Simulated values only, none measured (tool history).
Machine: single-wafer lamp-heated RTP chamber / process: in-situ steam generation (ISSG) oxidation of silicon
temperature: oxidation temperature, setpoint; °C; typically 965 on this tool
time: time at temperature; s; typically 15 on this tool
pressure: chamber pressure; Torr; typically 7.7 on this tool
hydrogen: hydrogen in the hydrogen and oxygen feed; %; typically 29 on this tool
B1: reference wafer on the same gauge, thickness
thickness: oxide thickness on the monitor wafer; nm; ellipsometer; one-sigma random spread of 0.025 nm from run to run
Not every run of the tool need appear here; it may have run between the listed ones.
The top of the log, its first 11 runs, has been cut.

{"run": 12, "hour": 755.7, "temperature": 955, "time": 15, "pressure": 7.7, "hydrogen": 32, "B1": 4.558, "thickness": 4.72}
{"hour": 830.3, "done": "pyrometer window cleaned and pyrometer calibrated, repeated, since the last time left the tool worse"}
{"run": 13, "hour": 848.6, "temperature": 949, "time": 10, "pressure": 9.0, "hydrogen": 29, "B1": 4.559, "thickness": 3.711}
{"run": 14, "hour": 954.4, "temperature": 965, "time": 18, "pressure": 8.2, "hydrogen": 29, "B1": 4.553, "thickness": 4.91}
{"run": 15, "hour": 991.1, "temperature": 965, "time": 15, "pressure": 7.7, "hydrogen": 29, "B1": 4.549, "thickness": 4.569}
{"run": 16, "hour": 1075.2, "temperature": 965, "time": 15, "pressure": 7.7, "hydrogen": 29, "B1": 4.554, "thickness": 4.597}
{"run": 17, "hour": 1176.7, "temperature": 974, "time": 13, "pressure": 7.3, "hydrogen": 29, "B1": 4.542, "thickness": 4.441}
{"run": 18, "hour": 1245.5, "temperature": 965, "time": 18, "pressure": 8.9, "hydrogen": 29, "B1": 4.549, "thickness": 4.873}
{"hour": 1267.6, "done": "pressure gauge zeroed"}
{"hour": 1290.3, "done": "pyrometer window cleaned and pyrometer calibrated"}
{"run": 19, "hour": 1314.0, "temperature": 977, "time": 21, "pressure": 7.3, "hydrogen": 32, "B1": 4.542, "thickness": 5.592}
{"hour": 1379.5, "done": "gauge calibrated"}
{"run": 20, "hour": 1401.3, "temperature": 949, "time": 10, "pressure": 8.4, "hydrogen": 32, "B1": 4.548, "thickness": 3.84}
{"run": 21, "hour": 1439.3, "temperature": 974, "time": 15, "pressure": 7.7, "hydrogen": 29, "B1": 4.555, "thickness": 4.694}
{"run": 22, "hour": 1479.0, "temperature": 965, "time": 10, "pressure": 7.1, "hydrogen": 32, "B1": 4.547, "thickness": 4.048}
{"run": 23, "hour": 1524.9, "temperature": 965, "time": 15, "pressure": 9.1, "hydrogen": 29, "B1": 4.566, "thickness": 4.455}
{"run": 24, "hour": 1585.5, "temperature": 984, "time": 15, "pressure": 6.9, "hydrogen": 29, "B1": 4.559, "thickness": 4.851}
{"run": 25, "hour": 1673.2, "temperature": 965, "time": 15, "pressure": 7.7, "hydrogen": 29, "B1": 4.55, "thickness": 4.617}
{"run": 26, "hour": 1715.2, "temperature": 955, "time": 11, "pressure": 7.1, "hydrogen": 32, "B1": 4.557, "thickness": 4.12}
{"hour": 1757.7, "done": "pyrometer window cleaned and pyrometer calibrated"}
{"run": 27, "hour": 1762.8, "temperature": 983, "time": 15, "pressure": 7.7, "hydrogen": 29, "B1": 4.544, "thickness": 4.762}
{"run": 28, "hour": 1808.6, "temperature": 952, "time": 15, "pressure": 7.7, "hydrogen": 29, "B1": 4.542, "thickness": 4.382}
{"run": 29, "hour": 1850.7, "temperature": 983, "time": 15, "pressure": 7.7, "hydrogen": 29, "B1": 4.558, "thickness": 4.799}
{"run": 30, "hour": 1944.9, "temperature": 956, "time": 18, "pressure": 8.1, "hydrogen": 29, "B1": 4.553, "thickness": 4.771}
{"run": 31, "hour": 1990.1, "temperature": 965, "time": 15, "pressure": 7.7, "hydrogen": 25, "B1": 4.558, "thickness": 4.384}
{"run": 32, "hour": 2029.1, "temperature": 965, "time": 15, "pressure": 9.1, "hydrogen": 26, "B1": 4.546, "thickness": 4.404}

Each row is a separate what-if for the run after 32, all from the same tool condition, not one after another. Results?
{"run": "A", "hour": 2029.5, "temperature": 965, "time": 15, "pressure": 7.7, "hydrogen": 29, "B1": "?", "thickness": "?"}
{"run": "B", "hour": 2029.5, "temperature": 949, "time": 10, "pressure": 7.7, "hydrogen": 29, "B1": "?", "thickness": "?"}
{"run": "C", "hour": 2029.5, "temperature": 953, "time": 18, "pressure": 8.7, "hydrogen": 22, "B1": "?", "thickness": "?"}

run=A B1=4.545 thickness=4.590
run=B B1=4.545 thickness=3.790
run=C B1=4.545 thickness=4.408
Without the tool's hidden state the same runs would have given:
run=A thickness=4.553
run=B thickness=3.767
run=C thickness=4.373
